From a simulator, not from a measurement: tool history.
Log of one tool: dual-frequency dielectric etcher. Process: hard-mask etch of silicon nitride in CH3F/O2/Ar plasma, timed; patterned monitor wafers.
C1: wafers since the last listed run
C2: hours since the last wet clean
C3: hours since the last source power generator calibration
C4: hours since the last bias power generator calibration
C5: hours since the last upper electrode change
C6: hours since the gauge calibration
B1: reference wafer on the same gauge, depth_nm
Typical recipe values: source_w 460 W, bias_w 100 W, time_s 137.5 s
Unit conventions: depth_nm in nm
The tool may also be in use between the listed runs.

Run 1, hour 0: usual settings but source_w 410 W; C1 0; C2 337.8; C3 3592.7; C4 2392.3; C5 2617; C6 1087; B1 120.1. Result: depth_nm 109.2 nm.
Run 2, hour 58.5: usual settings but source_w 410 W; C1 503; C2 396.3; C3 3651.2; C4 2450.8; C5 2675.5; C6 1145.5; B1 120. Result: depth_nm 109.3 nm.
Run 3, hour 95.7: usual settings but source_w 410 W; C1 320; C2 433.5; C3 3688.4; C4 2488; C5 2712.7; C6 1182.7; B1 120.1. Result: depth_nm 108.8 nm.
Run 4, hour 129.3: usual settings but time_s 108 s; C1 289; C2 467.1; C3 3722; C4 2521.6; C5 2746.3; C6 1216.3; B1 120. Result: depth_nm 88.2 nm.
Run 5, hour 186.5: usual settings; C1 492; C2 524.3; C3 3779.2; C4 2578.8; C5 2803.5; C6 1273.5; B1 120. Result: depth_nm 111.8 nm.
At hour 228.1: wet clean of the chamber.
Run 6, hour 248.8: usual settings; C1 329; C2 20.7; C3 3841.5; C4 2641.1; C5 2865.8; C6 1335.8; B1 119.9. Result: depth_nm 114.1 nm.
Run 7, hour 283.7: usual settings but source_w 430 W, time_s 146 s; C1 300; C2 55.6; C3 3876.4; C4 2676; C5 2900.7; C6 1370.7; B1 120.1. Result: depth_nm 118.1 nm.
Run 8, hour 344.9: usual settings but source_w 430 W, time_s 146 s; C1 526; C2 116.8; C3 3937.6; C4 2737.2; C5 2961.9; C6 1431.9; B1 120.1. Result: depth_nm 117.5 nm.
Run 9, hour 412.4: usual settings; C1 580; C2 184.3; C3 4005.1; C4 2804.7; C5 3029.4; C6 1499.4; B1 120. Result: depth_nm 113.4 nm.
Run 10, hour 476.5: usual settings; C1 551; C2 248.4; C3 4069.2; C4 2868.8; C5 3093.5; C6 1563.5; B1 120. Result: depth_nm 112.5 nm.
Run 11, hour 524: usual settings; C1 408; C2 295.9; C3 4116.7; C4 2916.3; C5 3141; C6 1611; B1 120.1. Result: depth_nm 113 nm.
At hour 543.2: bias power generator calibrated.
Run 12, hour 572.9: usual settings but time_s 112 s; C1 386; C2 344.8; C3 4165.6; C4 29.7; C5 3189.9; C6 1659.9; B1 120. Result: depth_nm 92.4 nm.
Run 13, hour 608.2: usual settings but source_w 520 W; C1 303; C2 380.1; C3 4200.9; C4 65; C5 3225.2; C6 1695.2; B1 120. Result: depth_nm 116.8 nm.
Run 14, hour 663.9: usual settings but source_w 540 W; C1 479; C2 435.8; C3 4256.6; C4 120.7; C5 3280.9; C6 1750.9; B1 119.9. Result: depth_nm 117.8 nm.
Run 15, hour 689.5: usual settings but source_w 380 W, bias_w 88 W, time_s 103 s; C1 220; C2 461.4; C3 4282.2; C4 146.3; C5 3306.5; C6 1776.5; B1 120. Result: depth_nm 76.4 nm.
At hour 717.6: wet clean of the chamber.
Run 16, hour 742.7: usual settings but source_w 390 W, bias_w 77 W; C1 251; C2 25.1; C3 4335.4; C4 199.5; C5 3359.7; C6 1829.7; B1 120. Result: depth_nm 100.8 nm.
At hour 786.2: source power generator calibrated.
Run 17, hour 813.4: usual settings but source_w 420 W, bias_w 91 W; C1 574; C2 95.8; C3 27.2; C4 270.2; C5 3430.4; C6 1900.4; B1 120.1. Result: depth_nm 107 nm.
Run 18, hour 857.5: usual settings; C1 379; C2 139.9; C3 71.3; C4 314.3; C5 3474.5; C6 1944.5; B1 120. Result: depth_nm 113 nm.
At hour 981.6: gauge calibrated.
Run 19, hour 1039.2: usual settings; C1 1563; C2 321.6; C3 253; C4 496; C5 3656.2; C6 57.6; B1 120.1. Result: depth_nm 113 nm.
Run 20, hour 1097.2: usual settings but bias_w 78 W, time_s 150.5 s; C1 499; C2 379.6; C3 311; C4 554; C5 3714.2; C6 115.6; B1 119.8. Result: depth_nm 114.8 nm.
Run 21, hour 1135.3: usual settings but source_w 400 W, bias_w 119 W; C1 327; C2 417.7; C3 349.1; C4 592.1; C5 3752.3; C6 153.7; B1 120. Result: depth_nm 114.2 nm.
At hour 1166.4: upper electrode replaced.
Run 22, hour 1179.1: usual settings but source_w 490 W; C1 170; C2 461.5; C3 392.9; C4 635.9; C5 12.7; C6 197.5; B1 119.9. Result: depth_nm 114.8 nm.
At hour 1214.8: wet clean of the chamber.
Run 23, hour 1295.3: usual settings but source_w 490 W, bias_w 81 W, time_s 178 s; C1 793; C2 80.5; C3 509.1; C4 752.1; C5 128.9; C6 313.7; B1 119.8. Result: depth_nm 141 nm.
Run 24, hour 1325.5: usual settings but source_w 410 W; C1 259; C2 110.7; C3 539.3; C4 782.3; C5 159.1; C6 343.9; B1 120. Result: depth_nm 109.4 nm.
Run 25, hour 1394: usual settings but time_s 121 s; C1 589; C2 179.2; C3 607.8; C4 850.8; C5 227.6; C6 412.4; B1 120. Result: depth_nm 99.9 nm.
Run 26, hour 1430: usual settings; C1 309; C2 215.2; C3 643.8; C4 886.8; C5 263.6; C6 448.4; B1 119.9. Result: depth_nm 112.6 nm.
Run 27, hour 1470.4: usual settings but source_w 390 W, bias_w 87 W, time_s 125.5 s; C1 347; C2 255.6; C3 684.2; C4 927.2; C5 304; C6 488.8; B1 120. Result: depth_nm 94.5 nm.
Run 28, hour 1537.7: usual settings; C1 579; C2 322.9; C3 751.5; C4 994.5; C5 371.3; C6 556.1; B1 120. Result: depth_nm 112.8 nm.
Run 29, hour 1609.3: usual settings but source_w 530 W, bias_w 114 W; C1 616; C2 394.5; C3 823.1; C4 1066.1; C5 442.9; C6 627.7; B1 120.1. Result: depth_nm 122.8 nm.

Hidden state, per run?
source power that arrives over what is set, %: 0 in every run
bias power that arrives over what is set, %: 0 in every run
gauge reads high (%): 0 in every run
H1: etch rate over this chamber's usual, %
run      H1
  1  -0.811
  2  -0.953
  3   -1.04
  4   -1.13
  5   -1.26
  6  -0.129
  7  -0.213
  8  -0.362
  9  -0.527
 10  -0.683
 11  -0.798
 12  -0.917
 13      -1
 14   -1.14
 15    -1.2
 16  -0.136
 17  -0.308
 18  -0.415
 19  -0.857
 20  -0.998
 21   -1.09
 22    -1.2
 23  -0.392
 24  -0.465
 25  -0.632
 26  -0.719
 27  -0.818
 28  -0.981
 29   -1.16
